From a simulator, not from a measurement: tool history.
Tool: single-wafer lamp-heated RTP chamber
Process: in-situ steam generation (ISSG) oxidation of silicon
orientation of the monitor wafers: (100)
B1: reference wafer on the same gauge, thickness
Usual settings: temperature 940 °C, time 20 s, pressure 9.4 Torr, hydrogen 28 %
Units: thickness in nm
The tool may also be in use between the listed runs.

Run 1, hour 0: usual settings; B1 5.599. Result: thickness 4.735 nm.
Run 2, hour 39.4: usual settings; B1 5.598. Result: thickness 4.68 nm.
Run 3, hour 63.8: usual settings but pressure 10 Torr; B1 5.601. Result: thickness 4.623 nm.
Run 4, hour 95.4: usual settings but pressure 8.8 Torr; B1 5.602. Result: thickness 4.739 nm.
Run 5, hour 162.8: usual settings; B1 5.598. Result: thickness 4.687 nm.
Run 6, hour 191.9: usual settings but temperature 935 °C; B1 5.598. Result: thickness 4.638 nm.
Run 7, hour 234.1: usual settings but temperature 935 °C; B1 5.6. Result: thickness 4.631 nm.
Run 8, hour 271.9: usual settings but temperature 929 °C; B1 5.6. Result: thickness 4.573 nm.
Run 9, hour 302.9: usual settings but temperature 929 °C; B1 5.6. Result: thickness 4.537 nm.
Run 10, hour 344: usual settings; B1 5.6. Result: thickness 4.676 nm.
Run 11, hour 407.1: usual settings but temperature 953 °C; B1 5.601. Result: thickness 4.874 nm.
Run 12, hour 467.3: usual settings but temperature 953 °C; B1 5.6. Result: thickness 4.872 nm.
Run 13, hour 511.6: usual settings; B1 5.601. Result: thickness 4.701 nm.
Run 14, hour 536.7: usual settings but hydrogen 21 %; B1 5.599. Result: thickness 4.421 nm.
Run 15, hour 599.5: usual settings but hydrogen 21 %; B1 5.6. Result: thickness 4.434 nm.
Run 16, hour 660.4: usual settings; B1 5.598. Result: thickness 4.672 nm.
Run 17, hour 704.8: usual settings; B1 5.599. Result: thickness 4.677 nm.
Run 18, hour 739.5: usual settings but hydrogen 32 %; B1 5.602. Result: thickness 4.812 nm.
Run 19, hour 804.2: usual settings but time 15 s, hydrogen 25 %; B1 5.6. Result: thickness 4.108 nm.
Run 20, hour 869.3: usual settings but temperature 923 °C, time 17 s, hydrogen 24 %; B1 5.6. Result: thickness 4.082 nm.
Run 21, hour 936: usual settings; B1 5.599. Result: thickness 4.668 nm.
Run 22, hour 960.1: usual settings but temperature 954 °C, hydrogen 23 %; B1 5.603. Result: thickness 4.67 nm.
Run 23, hour 1001.6: usual settings but time 27 s; B1 5.601. Result: thickness 5.283 nm.
Run 24, hour 1075.1: usual settings but temperature 959 °C; B1 5.601. Result: thickness 4.995 nm.
Run 25, hour 1126.2: usual settings; B1 5.6. Result: thickness 4.737 nm.
Run 26, hour 1151.8: usual settings; B1 5.601. Result: thickness 4.748 nm.
Run 27, hour 1219.1: usual settings; B1 5.599. Result: thickness 4.723 nm.
Run 28, hour 1274.3: usual settings but temperature 933 °C, hydrogen 22 %; B1 5.602. Result: thickness 4.391 nm.
Run 29, hour 1323.7: usual settings but temperature 927 °C, pressure 9.8 Torr, hydrogen 32 %; B1 5.6. Result: thickness 4.658 nm.
Run 30, hour 1360: usual settings but temperature 949 °C; B1 5.602. Result: thickness 4.856 nm.
Run 31, hour 1412.8: usual settings but temperature 957 °C; B1 5.6. Result: thickness 4.986 nm.

Not shown: 8 entries that the log had between the listed runs. Between which runs, and how does the tool's hidden state differ before and after?
Between runs 1 and 2: pyrometer window cleaned and pyrometer calibrated (hour 28.2)
  true wafer temperature minus pyrometer reading, K: 3.51 -> 0.399; true pressure minus gauge reading, Torr: 0.318 -> 0.325
  measured less the result without the state, thickness: +0.017 -> -0.025 nm
Between runs 8 and 9: pyrometer window cleaned and pyrometer calibrated (hour 299.2)
  true wafer temperature minus pyrometer reading, K: 2.62 -> 0.404; true pressure minus gauge reading, Torr: 0.366 -> 0.372
  measured less the result without the state, thickness: -0.001 -> -0.029 nm
Between runs 14 and 15: gauge calibrated (hour 565.7)
  true wafer temperature minus pyrometer reading, K: 2.51 -> 3.78; true pressure minus gauge reading, Torr: 0.413 -> 0.424
  measured less the result without the state, thickness: +0.002 -> +0.017 nm
Between runs 15 and 16: pyrometer window cleaned and pyrometer calibrated (hour 610)
  true wafer temperature minus pyrometer reading, K: 3.78 -> 0.621; true pressure minus gauge reading, Torr: 0.424 -> 0.435
  measured less the result without the state, thickness: +0.017 -> -0.034 nm
Between runs 20 and 21: hydrogen flow controller replaced (hour 915.9); pyrometer window cleaned and pyrometer calibrated (hour 924.2)
  true wafer temperature minus pyrometer reading, K: 3.04 -> 0.0352; true pressure minus gauge reading, Torr: 0.472 -> 0.484
  measured less the result without the state, thickness: -0.006 -> -0.046 nm
Between runs 23 and 24: pressure gauge zeroed (hour 1074.6)
  true wafer temperature minus pyrometer reading, K: 0.254 -> 0.883; true pressure minus gauge reading, Torr: 0.495 -> -0.0184
  measured less the result without the state, thickness: -0.048 -> +0.016 nm
Between runs 26 and 27: pyrometer window cleaned and pyrometer calibrated (hour 1193.2)
  true wafer temperature minus pyrometer reading, K: 1.97 -> 0.487; true pressure minus gauge reading, Torr: -0.00484 -> 0.00706
  measured less the result without the state, thickness: +0.027 -> +0.006 nm
